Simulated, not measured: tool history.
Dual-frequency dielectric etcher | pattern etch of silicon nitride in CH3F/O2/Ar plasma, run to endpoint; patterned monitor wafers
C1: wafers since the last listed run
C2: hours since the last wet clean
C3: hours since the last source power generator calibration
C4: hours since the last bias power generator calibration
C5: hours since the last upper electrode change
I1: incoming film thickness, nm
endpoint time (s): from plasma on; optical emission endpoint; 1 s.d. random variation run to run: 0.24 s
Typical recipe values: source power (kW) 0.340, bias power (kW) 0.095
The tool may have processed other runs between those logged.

{"run": 1, "hour": 0.0, "source power (kW)": 0.36, "bias power (kW)": 0.095, "C1": 0, "C2": 659.6, "C3": 2440.8, "C4": 147.2, "C5": 1191.2, "I1": 57.0, "endpoint time (s)": 70.1}
{"hour": 115.1, "done": "wet clean of the chamber"}
{"run": 2, "hour": 115.6, "source power (kW)": 0.38, "bias power (kW)": 0.095, "C1": 594, "C2": 0.5, "C3": 2556.4, "C4": 262.8, "C5": 1306.8, "I1": 57.7, "endpoint time (s)": 67.6}
{"run": 3, "hour": 140.7, "source power (kW)": 0.38, "bias power (kW)": 0.095, "C1": 163, "C2": 25.6, "C3": 2581.5, "C4": 287.9, "C5": 1331.9, "I1": 57.2, "endpoint time (s)": 67.2}
{"run": 4, "hour": 209.9, "source power (kW)": 0.34, "bias power (kW)": 0.095, "C1": 449, "C2": 94.8, "C3": 2650.7, "C4": 357.1, "C5": 1401.1, "I1": 56.9, "endpoint time (s)": 70.3}
{"hour": 310.9, "done": "source power generator calibrated"}
{"run": 5, "hour": 312.5, "source power (kW)": 0.34, "bias power (kW)": 0.095, "C1": 640, "C2": 197.4, "C3": 1.6, "C4": 459.7, "C5": 1503.7, "I1": 57.2, "endpoint time (s)": 70.4}
{"run": 6, "hour": 352.3, "source power (kW)": 0.4, "bias power (kW)": 0.113, "C1": 258, "C2": 237.2, "C3": 41.4, "C4": 499.5, "C5": 1543.5, "I1": 57.5, "endpoint time (s)": 58.8}
{"run": 7, "hour": 449.0, "source power (kW)": 0.4, "bias power (kW)": 0.113, "C1": 628, "C2": 333.9, "C3": 138.1, "C4": 596.2, "C5": 1640.2, "I1": 57.1, "endpoint time (s)": 58.3}
{"run": 8, "hour": 505.3, "source power (kW)": 0.34, "bias power (kW)": 0.095, "C1": 365, "C2": 390.2, "C3": 194.4, "C4": 652.5, "C5": 1696.5, "I1": 57.5, "endpoint time (s)": 70.8}
{"run": 9, "hour": 562.7, "source power (kW)": 0.34, "bias power (kW)": 0.095, "C1": 372, "C2": 447.6, "C3": 251.8, "C4": 709.9, "C5": 1753.9, "I1": 57.2, "endpoint time (s)": 70.1}
{"run": 10, "hour": 641.0, "source power (kW)": 0.37, "bias power (kW)": 0.095, "C1": 508, "C2": 525.9, "C3": 330.1, "C4": 788.2, "C5": 1832.2, "I1": 57.1, "endpoint time (s)": 66.9}
{"run": 11, "hour": 678.3, "source power (kW)": 0.37, "bias power (kW)": 0.095, "C1": 242, "C2": 563.2, "C3": 367.4, "C4": 825.5, "C5": 1869.5, "I1": 57.9, "endpoint time (s)": 67.9}
{"hour": 781.3, "done": "wet clean of the chamber, repeated, since the last time left the tool worse"}
{"run": 12, "hour": 783.6, "source power (kW)": 0.3, "bias power (kW)": 0.095, "C1": 528, "C2": 2.3, "C3": 472.7, "C4": 930.8, "C5": 1974.8, "I1": 57.9, "endpoint time (s)": 80.7}
{"run": 13, "hour": 852.4, "source power (kW)": 0.37, "bias power (kW)": 0.095, "C1": 446, "C2": 71.1, "C3": 541.5, "C4": 999.6, "C5": 2043.6, "I1": 56.5, "endpoint time (s)": 70.2}
{"hour": 956.9, "done": "upper electrode replaced"}
{"run": 14, "hour": 957.4, "source power (kW)": 0.34, "bias power (kW)": 0.095, "C1": 526, "C2": 176.1, "C3": 646.5, "C4": 1104.6, "C5": 0.5, "I1": 57.1, "endpoint time (s)": 74.2}
{"run": 15, "hour": 1017.9, "source power (kW)": 0.4, "bias power (kW)": 0.113, "C1": 392, "C2": 236.6, "C3": 707.0, "C4": 1165.1, "C5": 61.0, "I1": 57.2, "endpoint time (s)": 61.6}
{"run": 16, "hour": 1061.2, "source power (kW)": 0.34, "bias power (kW)": 0.082, "C1": 281, "C2": 279.9, "C3": 750.3, "C4": 1208.4, "C5": 104.3, "I1": 57.8, "endpoint time (s)": 81.6}
{"run": 17, "hour": 1150.3, "source power (kW)": 0.38, "bias power (kW)": 0.105, "C1": 578, "C2": 369.0, "C3": 839.4, "C4": 1297.5, "C5": 193.4, "I1": 58.1, "endpoint time (s)": 66.6}
{"run": 18, "hour": 1199.4, "source power (kW)": 0.34, "bias power (kW)": 0.095, "C1": 318, "C2": 418.1, "C3": 888.5, "C4": 1346.6, "C5": 242.5, "I1": 57.5, "endpoint time (s)": 73.6}
{"hour": 1219.3, "done": "bias power generator calibrated"}
{"run": 19, "hour": 1252.4, "source power (kW)": 0.3, "bias power (kW)": 0.072, "C1": 318, "C2": 471.1, "C3": 941.5, "C4": 33.1, "C5": 295.5, "I1": 57.3, "endpoint time (s)": 93.8}
{"run": 20, "hour": 1312.4, "source power (kW)": 0.31, "bias power (kW)": 0.095, "C1": 389, "C2": 531.1, "C3": 1001.5, "C4": 93.1, "C5": 355.5, "I1": 57.1, "endpoint time (s)": 76.6}
{"run": 21, "hour": 1376.0, "source power (kW)": 0.32, "bias power (kW)": 0.087, "C1": 413, "C2": 594.7, "C3": 1065.1, "C4": 156.7, "C5": 419.1, "I1": 57.6, "endpoint time (s)": 80.4}
{"run": 22, "hour": 1417.5, "source power (kW)": 0.4, "bias power (kW)": 0.115, "C1": 269, "C2": 636.2, "C3": 1106.6, "C4": 198.2, "C5": 460.6, "I1": 57.6, "endpoint time (s)": 60.3}
{"run": 23, "hour": 1459.2, "source power (kW)": 0.28, "bias power (kW)": 0.111, "C1": 270, "C2": 677.9, "C3": 1148.3, "C4": 239.9, "C5": 502.3, "I1": 56.5, "endpoint time (s)": 73.5}
{"run": 24, "hour": 1510.3, "source power (kW)": 0.41, "bias power (kW)": 0.095, "C1": 331, "C2": 729.0, "C3": 1199.4, "C4": 291.0, "C5": 553.4, "I1": 57.3, "endpoint time (s)": 65.4}
{"hour": 1541.8, "done": "wet clean of the chamber"}
{"run": 25, "hour": 1586.2, "source power (kW)": 0.32, "bias power (kW)": 0.088, "C1": 337, "C2": 44.4, "C3": 1275.3, "C4": 366.9, "C5": 629.3, "I1": 57.1, "endpoint time (s)": 79.6}
{"run": 26, "hour": 1622.6, "source power (kW)": 0.37, "bias power (kW)": 0.079, "C1": 236, "C2": 80.8, "C3": 1311.7, "C4": 403.3, "C5": 665.7, "I1": 57.0, "endpoint time (s)": 78.0}
{"run": 27, "hour": 1686.9, "source power (kW)": 0.34, "bias power (kW)": 0.095, "C1": 417, "C2": 145.1, "C3": 1376.0, "C4": 467.6, "C5": 730.0, "I1": 57.3, "endpoint time (s)": 73.3}
{"run": 28, "hour": 1732.0, "source power (kW)": 0.37, "bias power (kW)": 0.077, "C1": 292, "C2": 190.2, "C3": 1421.1, "C4": 512.7, "C5": 775.1, "I1": 57.3, "endpoint time (s)": 79.9}
{"run": 29, "hour": 1814.6, "source power (kW)": 0.29, "bias power (kW)": 0.118, "C1": 536, "C2": 272.8, "C3": 1503.7, "C4": 595.3, "C5": 857.7, "I1": 57.7, "endpoint time (s)": 71.5}
{"run": 30, "hour": 1866.0, "source power (kW)": 0.34, "bias power (kW)": 0.095, "C1": 333, "C2": 324.2, "C3": 1555.1, "C4": 646.7, "C5": 909.1, "I1": 57.9, "endpoint time (s)": 74.0}
{"run": 31, "hour": 1941.3, "source power (kW)": 0.28, "bias power (kW)": 0.095, "C1": 489, "C2": 399.5, "C3": 1630.4, "C4": 722.0, "C5": 984.4, "I1": 56.9, "endpoint time (s)": 81.5}
{"run": 32, "hour": 1995.4, "source power (kW)": 0.34, "bias power (kW)": 0.073, "C1": 351, "C2": 453.6, "C3": 1684.5, "C4": 776.1, "C5": 1038.5, "I1": 57.2, "endpoint time (s)": 85.3}
{"run": 33, "hour": 2080.7, "source power (kW)": 0.34, "bias power (kW)": 0.095, "C1": 553, "C2": 538.9, "C3": 1769.8, "C4": 861.4, "C5": 1123.8, "I1": 57.4, "endpoint time (s)": 72.8}
{"run": 34, "hour": 2134.2, "source power (kW)": 0.32, "bias power (kW)": 0.114, "C1": 347, "C2": 592.4, "C3": 1823.3, "C4": 914.9, "C5": 1177.3, "I1": 57.7, "endpoint time (s)": 68.0}
{"hour": 2271.5, "done": "wet clean of the chamber"}
{"run": 35, "hour": 2392.9, "source power (kW)": 0.34, "bias power (kW)": 0.095, "C1": 1524, "C2": 121.4, "C3": 2082.0, "C4": 1173.6, "C5": 1436.0, "I1": 57.5, "endpoint time (s)": 74.0}
{"run": 36, "hour": 2489.2, "source power (kW)": 0.29, "bias power (kW)": 0.086, "C1": 625, "C2": 217.7, "C3": 2178.3, "C4": 1269.9, "C5": 1532.3, "I1": 57.5, "endpoint time (s)": 86.2}

Hidden condition of the tool, last listed run before each entry between runs versus first listed run after:
From run 1 to run 2: wet clean of the chamber (hour 115.1)
  etch rate over this chamber's usual, %: 2.22 -> 4.44
  measured result minus the result with no hidden state, endpoint time (s): -1.6 -> -3.0
From run 4 to run 5: source power generator calibrated (hour 310.9)
  etch rate over this chamber's usual, %: 4.79 -> 5.17
  measured result minus the result with no hidden state, endpoint time (s): -3.3 -> -3.7
From run 11 to run 12: wet clean of the chamber, repeated, since the last time left the tool worse (hour 781.3)
  etch rate over this chamber's usual, %: 6.53 -> -0.336
  measured result minus the result with no hidden state, endpoint time (s): -4.5 -> +0.2
From run 13 to run 14: upper electrode replaced (hour 956.9)
  etch rate over this chamber's usual, %: -0.0799 -> 0.311
  measured result minus the result with no hidden state, endpoint time (s): +0.0 -> -0.3
From run 18 to run 19: bias power generator calibrated (hour 1219.3)
  etch rate over this chamber's usual, %: 1.21 -> 1.41
  measured result minus the result with no hidden state, endpoint time (s): -0.9 -> -1.3
From run 24 to run 25: wet clean of the chamber (hour 1541.8)
  etch rate over this chamber's usual, %: 2.37 -> 0.597
  measured result minus the result with no hidden state, endpoint time (s): -1.6 -> -0.5
From run 34 to run 35: wet clean of the chamber (hour 2271.5)
  etch rate over this chamber's usual, %: 2.64 -> 0.733
  measured result minus the result with no hidden state, endpoint time (s): -1.8 -> -0.5

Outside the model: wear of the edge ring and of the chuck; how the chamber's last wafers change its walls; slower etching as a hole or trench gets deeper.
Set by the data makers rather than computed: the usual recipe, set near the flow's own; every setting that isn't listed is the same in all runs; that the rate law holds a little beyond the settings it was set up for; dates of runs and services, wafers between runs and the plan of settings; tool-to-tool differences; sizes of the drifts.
